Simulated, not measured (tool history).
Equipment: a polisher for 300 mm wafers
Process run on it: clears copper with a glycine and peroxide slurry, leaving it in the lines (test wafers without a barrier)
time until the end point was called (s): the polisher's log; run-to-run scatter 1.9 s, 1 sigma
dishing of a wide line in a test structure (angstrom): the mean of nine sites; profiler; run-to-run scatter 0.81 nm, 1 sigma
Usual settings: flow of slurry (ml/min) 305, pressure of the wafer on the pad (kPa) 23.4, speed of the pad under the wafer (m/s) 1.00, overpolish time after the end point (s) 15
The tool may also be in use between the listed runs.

run	hour	flow of slurry (ml/min)	pressure of the wafer on the pad (kPa)	speed of the pad under the wafer (m/s)	overpolish time after the end point (s)	wafers since the last listed run	wafers polished on this pad	hours since the slurry nozzle was cleaned	hours since the head pressure was calibrated	incoming thickness of the incoming film, nm	time until the end point was called (s)	dishing of a wide line in a test structure (angstrom)
1	0.0	305	23.4	1.00	15	0	775	377.2	46.8	814.1	168.1	505
2	39.0	305	23.4	1.00	15	189	965	416.2	85.8	796.0	171.4	507
# hour 71.1: slurry nozzle cleaned
3	99.1	305	23.4	1.00	15	286	1252	28.0	145.9	817.5	178.4	496
# hour 155.7: worn pad replaced by a new one
4	206.0	305	23.4	1.00	15	499	244	134.9	252.8	803.0	166.4	524
5	295.1	245	23.4	1.00	15	432	677	224.0	341.9	822.0	176.0	486
6	360.1	245	23.4	1.00	15	315	992	289.0	406.9	805.9	176.1	505
7	462.4	245	23.4	1.00	15	496	1489	391.3	509.2	816.1	182.9	474
# hour 495.1: worn pad replaced by a new one
8	520.7	305	23.4	1.00	12	263	124	449.6	567.5	811.3	164.8	434
# hour 603.6: slurry nozzle cleaned
9	610.7	305	23.4	1.00	12	432	556	7.1	657.5	805.8	168.9	428
10	652.3	305	23.4	1.00	12	202	758	48.7	699.1	800.5	168.0	424
11	712.7	305	17.9	1.00	15	293	1051	109.1	759.5	816.4	210.3	418
12	770.3	305	23.4	1.32	12	279	1331	166.7	817.1	809.0	146.7	473
# hour 801.4: worn pad replaced by a new one
# hour 859.3: head pressure recalibrated
13	878.2	230	23.4	1.00	24	494	363	274.6	18.9	795.0	165.0	723
14	985.7	305	23.4	1.00	15	522	885	382.1	126.4	812.9	166.8	504
# hour 1067.3: slurry nozzle cleaned
15	1081.5	305	28.3	1.00	6	460	1345	14.2	222.2	806.7	155.0	252
# hour 1098.1: worn pad replaced by a new one
16	1119.0	360	20.7	1.16	8	162	101	51.7	259.7	801.6	162.4	296
17	1182.3	395	23.4	1.26	20	307	409	115.0	323.0	820.6	145.0	705
18	1248.1	230	23.4	1.00	15	319	728	180.8	388.8	794.2	175.1	502
19	1350.6	375	29.6	0.72	15	497	1226	283.3	491.3	814.8	182.4	500
# hour 1369.7: worn pad replaced by a new one
20	1401.7	305	28.3	1.18	18	228	155	334.4	542.4	812.1	131.2	708
21	1474.6	305	23.4	1.00	15	354	509	407.3	615.3	798.3	170.5	508
# hour 1523.1: slurry nozzle cleaned
22	1541.4	305	27.6	1.22	10	319	828	18.3	682.1	813.3	133.0	436

5 options for the next run, each taken on its own from the tool as it stands now. Forecast them:
A	1541.9	220	23.4	1.00	15	2	831	18.8	682.6	811.0	?	?
B	1541.9	305	29.6	1.00	10	2	831	18.8	682.6	811.0	?	?
C	1541.9	220	28.3	0.86	23	2	831	18.8	682.6	811.0	?	?
D	1541.9	350	23.4	1.14	12	2	831	18.8	682.6	811.0	?	?
E	1541.9	345	23.4	1.00	20	2	831	18.8	682.6	811.0	?	?

run	time until the end point was called (s)	dishing of a wide line in a test structure (angstrom)
A	175.8	496
B	143.2	421
C	168.8	721
D	154.7	457
E	169.1	642
Stripped of hidden state, with their random variation kept, the same runs would have yielded:
run	time until the end point was called (s)	dishing of a wide line in a test structure (angstrom)
A	164.9	522
B	134.3	445
C	158.3	756
D	145.1	482
E	158.6	674
